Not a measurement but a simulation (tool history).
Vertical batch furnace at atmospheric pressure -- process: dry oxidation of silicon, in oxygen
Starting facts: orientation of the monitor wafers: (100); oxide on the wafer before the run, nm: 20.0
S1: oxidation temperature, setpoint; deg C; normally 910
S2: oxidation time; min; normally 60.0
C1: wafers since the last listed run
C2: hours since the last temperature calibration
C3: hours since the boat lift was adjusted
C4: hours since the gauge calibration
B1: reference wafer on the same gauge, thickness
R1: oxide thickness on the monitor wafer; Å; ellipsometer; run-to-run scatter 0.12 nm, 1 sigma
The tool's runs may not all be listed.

run	day	S1	S2	C1	C2	C3	C4	B1	R1
1	0.000	910	60.0	0	1954.1	766.9	663.8	36.04	324.8
2	3.962	910	60.0	1735	2049.2	862.0	758.9	36.14	328.0
3	7.300	910	71.5	1461	2129.3	942.1	839.0	36.17	350.3
4	9.808	910	71.5	1098	2189.5	1002.3	899.2	36.28	349.0
5	12.688	910	60.0	1260	2258.6	1071.4	968.3	36.29	329.5
6	14.308	910	79.0	709	2297.5	1110.3	1007.2	36.36	363.8
7	16.954	910	79.0	1158	2361.0	1173.8	1070.7	36.43	365.5
8	19.379	910	60.0	1061	2419.2	1232.0	1128.9	36.43	331.4
# day 19.725: gauge calibrated
9	21.196	930	78.5	795	2462.8	1275.6	35.3	35.23	401.5
# day 23.038: thermocouples replaced and temperature profile calibrated
10	23.058	930	78.5	377	0.5	1320.3	80.0	35.29	403.0
11	25.733	910	60.0	1171	64.7	1384.5	144.2	35.36	319.5
12	29.017	926	78.5	1437	143.5	1463.3	223.0	35.33	392.1
13	31.133	910	73.5	926	194.3	1514.1	273.8	35.45	344.6
14	33.825	891	81.0	1178	258.9	1578.7	338.4	35.43	320.0
15	35.579	910	60.0	768	301.0	1620.8	380.5	35.51	321.7
16	39.408	910	60.0	1676	392.9	1712.7	472.4	35.65	322.4
17	41.421	910	36.5	881	441.2	1761.0	520.7	35.65	275.5
# day 43.133: boat lift adjusted
18	43.208	894	74.0	344	484.1	1.8	563.6	35.69	317.9
19	47.338	910	79.0	1808	583.2	100.9	662.7	35.77	356.3
20	51.112	910	60.0	1652	673.8	191.5	753.3	35.92	326.1
21	52.983	900	73.5	819	718.7	236.4	798.2	35.86	330.9
22	56.275	910	60.0	1441	797.7	315.4	877.2	35.95	325.5
23	58.792	934	84.0	1101	858.1	375.8	937.6	36.04	439.3

How the hidden state differs across the entries between the runs, from the last listed run before each to the first after it:
Logged between run 8 and run 9: gauge calibrated (day 19.725)
  gauge reads high (%): 3.27 -> -0.187
  measured less the result without the state, R1: +10.5 -> -0.7 Å
Logged between run 9 and run 10: thermocouples replaced and temperature profile calibrated (day 23.038)
  gauge reads high (%): -0.187 -> -0.0748
  measured less the result without the state, R1: -0.7 -> -0.3 Å
Logged between run 17 and run 18: boat lift adjusted (day 43.133)
  gauge reads high (%): 1.03 -> 1.14
  measured less the result without the state, R1: +2.8 -> +3.5 Å

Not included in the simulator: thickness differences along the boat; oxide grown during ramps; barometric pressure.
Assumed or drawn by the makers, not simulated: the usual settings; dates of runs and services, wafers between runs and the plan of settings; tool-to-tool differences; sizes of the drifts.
